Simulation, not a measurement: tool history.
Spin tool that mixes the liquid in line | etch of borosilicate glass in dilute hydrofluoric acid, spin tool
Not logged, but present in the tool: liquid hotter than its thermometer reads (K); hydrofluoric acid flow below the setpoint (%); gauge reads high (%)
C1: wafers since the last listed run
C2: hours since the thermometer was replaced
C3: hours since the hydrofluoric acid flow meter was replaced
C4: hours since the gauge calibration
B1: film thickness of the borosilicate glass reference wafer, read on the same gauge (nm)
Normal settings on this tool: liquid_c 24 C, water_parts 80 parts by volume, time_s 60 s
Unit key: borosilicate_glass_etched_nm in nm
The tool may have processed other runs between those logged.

{"run": 1, "hour": 0.0, "liquid_c": 24, "water_parts": 80, "time_s": 80, "C1": 0, "C2": 417.3, "C3": 1134.6, "C4": 158.6, "B1": 39.98, "borosilicate_glass_etched_nm": 46.86}
{"run": 2, "hour": 28.6, "liquid_c": 21.5, "water_parts": 90, "time_s": 60, "C1": 451, "C2": 445.9, "C3": 1163.2, "C4": 187.2, "B1": 40.02, "borosilicate_glass_etched_nm": 28.16}
{"run": 3, "hour": 73.4, "liquid_c": 21.5, "water_parts": 90, "time_s": 60, "C1": 707, "C2": 490.7, "C3": 1208, "C4": 232, "B1": 40.02, "borosilicate_glass_etched_nm": 28.05}
{"run": 4, "hour": 103.9, "liquid_c": 24, "water_parts": 80, "time_s": 85, "C1": 481, "C2": 521.2, "C3": 1238.5, "C4": 262.5, "B1": 39.98, "borosilicate_glass_etched_nm": 50.05}
{"run": 5, "hour": 293.2, "liquid_c": 24, "water_parts": 80, "time_s": 60, "C1": 2988, "C2": 710.5, "C3": 1427.8, "C4": 451.8, "B1": 40, "borosilicate_glass_etched_nm": 35.79}
{"run": 6, "hour": 352.2, "liquid_c": 24, "water_parts": 80, "time_s": 60, "C1": 931, "C2": 769.5, "C3": 1486.8, "C4": 510.8, "B1": 40, "borosilicate_glass_etched_nm": 35.73}
{"run": 7, "hour": 384.2, "liquid_c": 24, "water_parts": 80, "time_s": 35, "C1": 505, "C2": 801.5, "C3": 1518.8, "C4": 542.8, "B1": 40, "borosilicate_glass_etched_nm": 20.81}
{"run": 8, "hour": 423.2, "liquid_c": 24, "water_parts": 80, "time_s": 35, "C1": 615, "C2": 840.5, "C3": 1557.8, "C4": 581.8, "B1": 40.01, "borosilicate_glass_etched_nm": 20.94}
{"run": 9, "hour": 484.6, "liquid_c": 24, "water_parts": 105, "time_s": 60, "C1": 969, "C2": 901.9, "C3": 1619.2, "C4": 643.2, "B1": 40, "borosilicate_glass_etched_nm": 26.53}
{"run": 10, "hour": 603.2, "liquid_c": 24, "water_parts": 80, "time_s": 60, "C1": 1872, "C2": 1020.5, "C3": 1737.8, "C4": 761.8, "B1": 40.01, "borosilicate_glass_etched_nm": 36.22}
{"run": 11, "hour": 635.1, "liquid_c": 24, "water_parts": 80, "time_s": 60, "C1": 503, "C2": 1052.4, "C3": 1769.7, "C4": 793.7, "B1": 40.01, "borosilicate_glass_etched_nm": 36.21}
{"run": 12, "hour": 667.9, "liquid_c": 24, "water_parts": 80, "time_s": 60, "C1": 517, "C2": 1085.2, "C3": 1802.5, "C4": 826.5, "B1": 39.98, "borosilicate_glass_etched_nm": 36.29}
{"run": 13, "hour": 710.0, "liquid_c": 24, "water_parts": 80, "time_s": 60, "C1": 664, "C2": 1127.3, "C3": 1844.6, "C4": 868.6, "B1": 39.99, "borosilicate_glass_etched_nm": 36.24}
{"run": 14, "hour": 740.7, "liquid_c": 20.5, "water_parts": 80, "time_s": 60, "C1": 484, "C2": 1158, "C3": 1875.3, "C4": 899.3, "B1": 40, "borosilicate_glass_etched_nm": 31.47}
{"hour": 750.1, "done": "thermometer replaced"}
{"run": 15, "hour": 786.3, "liquid_c": 20.5, "water_parts": 80, "time_s": 60, "C1": 704, "C2": 36.2, "C3": 1920.9, "C4": 944.9, "B1": 40, "borosilicate_glass_etched_nm": 30.14}
{"run": 16, "hour": 842.0, "liquid_c": 23, "water_parts": 80, "time_s": 60, "C1": 879, "C2": 91.9, "C3": 1976.6, "C4": 1000.6, "B1": 40, "borosilicate_glass_etched_nm": 33.62}
{"run": 17, "hour": 897.1, "liquid_c": 22, "water_parts": 110, "time_s": 25, "C1": 869, "C2": 147, "C3": 2031.7, "C4": 1055.7, "B1": 40, "borosilicate_glass_etched_nm": 9.44}
{"run": 18, "hour": 932.9, "liquid_c": 28, "water_parts": 100, "time_s": 85, "C1": 565, "C2": 182.8, "C3": 2067.5, "C4": 1091.5, "B1": 39.98, "borosilicate_glass_etched_nm": 45.15}
{"run": 19, "hour": 978.8, "liquid_c": 24, "water_parts": 80, "time_s": 60, "C1": 724, "C2": 228.7, "C3": 2113.4, "C4": 1137.4, "B1": 40.01, "borosilicate_glass_etched_nm": 34.93}
{"run": 20, "hour": 1015.3, "liquid_c": 24, "water_parts": 100, "time_s": 40, "C1": 576, "C2": 265.2, "C3": 2149.9, "C4": 1173.9, "B1": 40, "borosilicate_glass_etched_nm": 18.27}
{"run": 21, "hour": 1055.5, "liquid_c": 22.5, "water_parts": 80, "time_s": 60, "C1": 634, "C2": 305.4, "C3": 2190.1, "C4": 1214.1, "B1": 40.01, "borosilicate_glass_etched_nm": 33.11}
{"hour": 1093.8, "done": "gauge calibrated"}
{"run": 22, "hour": 1123.7, "liquid_c": 28, "water_parts": 100, "time_s": 70, "C1": 1076, "C2": 373.6, "C3": 2258.3, "C4": 29.9, "B1": 40, "borosilicate_glass_etched_nm": 37.71}
{"hour": 1151.7, "done": "hydrofluoric acid flow meter replaced"}
{"run": 23, "hour": 1156.4, "liquid_c": 19, "water_parts": 120, "time_s": 35, "C1": 500, "C2": 406.3, "C3": 4.7, "C4": 62.6, "B1": 40, "borosilicate_glass_etched_nm": 10.69}
{"run": 24, "hour": 1219.6, "liquid_c": 22, "water_parts": 110, "time_s": 25, "C1": 997, "C2": 469.5, "C3": 67.9, "C4": 125.8, "B1": 40.01, "borosilicate_glass_etched_nm": 9.55}
{"run": 25, "hour": 1259.1, "liquid_c": 19.5, "water_parts": 80, "time_s": 85, "C1": 623, "C2": 509, "C3": 107.4, "C4": 165.3, "B1": 40.01, "borosilicate_glass_etched_nm": 41.84}
{"run": 26, "hour": 1291.6, "liquid_c": 24, "water_parts": 80, "time_s": 60, "C1": 513, "C2": 541.5, "C3": 139.9, "C4": 197.8, "B1": 40.01, "borosilicate_glass_etched_nm": 35.29}
{"run": 27, "hour": 1487.7, "liquid_c": 28, "water_parts": 80, "time_s": 50, "C1": 3095, "C2": 737.6, "C3": 336, "C4": 393.9, "B1": 39.99, "borosilicate_glass_etched_nm": 34.84}
{"run": 28, "hour": 1526.2, "liquid_c": 24, "water_parts": 45, "time_s": 35, "C1": 607, "C2": 776.1, "C3": 374.5, "C4": 432.4, "B1": 39.99, "borosilicate_glass_etched_nm": 38.83}
{"run": 29, "hour": 1582.3, "liquid_c": 21, "water_parts": 80, "time_s": 90, "C1": 885, "C2": 832.2, "C3": 430.6, "C4": 488.5, "B1": 40, "borosilicate_glass_etched_nm": 47.32}
{"run": 30, "hour": 1607.4, "liquid_c": 24, "water_parts": 80, "time_s": 60, "C1": 396, "C2": 857.3, "C3": 455.7, "C4": 513.6, "B1": 40.03, "borosilicate_glass_etched_nm": 35.97}
{"run": 31, "hour": 1660.2, "liquid_c": 28, "water_parts": 105, "time_s": 40, "C1": 833, "C2": 910.1, "C3": 508.5, "C4": 566.4, "B1": 40.01, "borosilicate_glass_etched_nm": 20.53}
{"run": 32, "hour": 1685.2, "liquid_c": 24, "water_parts": 55, "time_s": 60, "C1": 394, "C2": 935.1, "C3": 533.5, "C4": 591.4, "B1": 39.98, "borosilicate_glass_etched_nm": 54.6}
{"run": 33, "hour": 1745.0, "liquid_c": 24, "water_parts": 65, "time_s": 40, "C1": 943, "C2": 994.9, "C3": 593.3, "C4": 651.2, "B1": 40, "borosilicate_glass_etched_nm": 30.26}
{"run": 34, "hour": 1777.0, "liquid_c": 22.5, "water_parts": 115, "time_s": 80, "C1": 505, "C2": 1026.9, "C3": 625.3, "C4": 683.2, "B1": 40.02, "borosilicate_glass_etched_nm": 30.24}

Table of differences, measured result less the result of that run with no hidden state. Run-to-run variation is the same in both. Gauge scatter possibly is not:
run=1 borosilicate_glass_etched_nm=+0.82
run=2 borosilicate_glass_etched_nm=+0.54
run=3 borosilicate_glass_etched_nm=+0.58
run=4 borosilicate_glass_etched_nm=+1.07
run=5 borosilicate_glass_etched_nm=+1.02
run=6 borosilicate_glass_etched_nm=+1.1
run=7 borosilicate_glass_etched_nm=+0.66
run=8 borosilicate_glass_etched_nm=+0.69
run=9 borosilicate_glass_etched_nm=+0.92
run=10 borosilicate_glass_etched_nm=+1.45
run=11 borosilicate_glass_etched_nm=+1.49
run=12 borosilicate_glass_etched_nm=+1.54
run=13 borosilicate_glass_etched_nm=+1.59
run=14 borosilicate_glass_etched_nm=+1.46
run=15 borosilicate_glass_etched_nm=+0.15
run=16 borosilicate_glass_etched_nm=+0.23
run=17 borosilicate_glass_etched_nm=+0.08
run=18 borosilicate_glass_etched_nm=+0.45
run=19 borosilicate_glass_etched_nm=+0.42
run=20 borosilicate_glass_etched_nm=+0.25
run=21 borosilicate_glass_etched_nm=+0.49
run=22 borosilicate_glass_etched_nm=+0.63
run=23 borosilicate_glass_etched_nm=+0.2
run=24 borosilicate_glass_etched_nm=+0.2
run=25 borosilicate_glass_etched_nm=+0.98
run=26 borosilicate_glass_etched_nm=+0.84
run=27 borosilicate_glass_etched_nm=+1.05
run=28 borosilicate_glass_etched_nm=+1.3
run=29 borosilicate_glass_etched_nm=+1.68
run=30 borosilicate_glass_etched_nm=+1.28
run=31 borosilicate_glass_etched_nm=+0.72
run=32 borosilicate_glass_etched_nm=+2.14
run=33 borosilicate_glass_etched_nm=+1.24
run=34 borosilicate_glass_etched_nm=+1.25
